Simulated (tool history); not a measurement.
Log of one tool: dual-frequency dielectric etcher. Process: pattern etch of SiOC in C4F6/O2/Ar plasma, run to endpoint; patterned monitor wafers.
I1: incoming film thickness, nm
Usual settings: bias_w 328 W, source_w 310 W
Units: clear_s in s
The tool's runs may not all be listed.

Run 1, day 0: usual settings; I1 43.35. Result: clear_s 19.5 s.
Run 2, day 2.033: usual settings but bias_w 300 W, source_w 280 W; I1 43.33. Result: clear_s 20.7 s.
Run 3, day 2.925: usual settings but bias_w 300 W, source_w 280 W; I1 43.75. Result: clear_s 21.3 s.
At day 6.05: wet clean of the chamber.
Run 4, day 6.333: usual settings but bias_w 300 W, source_w 280 W; I1 43.98. Result: clear_s 20.1 s.
At day 6.512: source power generator calibrated.
Run 5, day 7.442: usual settings; I1 43.89. Result: clear_s 19.2 s.
Run 6, day 7.992: usual settings; I1 43.21. Result: clear_s 18.6 s.
Run 7, day 8.883: usual settings; I1 43.61. Result: clear_s 19.2 s.
At day 9.162: bias power generator calibrated.
Run 8, day 9.808: usual settings but bias_w 389 W, source_w 340 W; I1 43.33. Result: clear_s 17.8 s.
At day 11.388: upper electrode replaced.
Run 9, day 11.408: usual settings but bias_w 253 W, source_w 350 W; I1 43.49. Result: clear_s 19.7 s.
Run 10, day 11.5: usual settings; I1 43.49. Result: clear_s 18.9 s.
Run 11, day 12.329: usual settings; I1 43.79. Result: clear_s 19.4 s.
Run 12, day 13.162: usual settings but bias_w 260 W, source_w 270 W; I1 43.85. Result: clear_s 21.9 s.
Run 13, day 14.588: usual settings but bias_w 276 W, source_w 270 W; I1 43.76. Result: clear_s 21.2 s.
Run 14, day 15.862: usual settings but bias_w 371 W, source_w 250 W; I1 43.75. Result: clear_s 20.1 s.
Run 15, day 17.175: usual settings but bias_w 270 W; I1 43.62. Result: clear_s 20.8 s.

The tool's hidden state at each run:
bias power that arrives over what is set, %: 0 in every run
source power that arrives over what is set, %: 0 in every run
H1: etch rate over this chamber's usual, %
run       H1
  1    -3.89
  2    -4.57
  3    -4.87
  4    0.565
  5    0.192
  6  0.00736
  7   -0.292
  8   -0.603
  9    -1.14
 10    -1.17
 11    -1.45
 12    -1.73
 13    -2.21
 14    -2.64
 15    -3.08
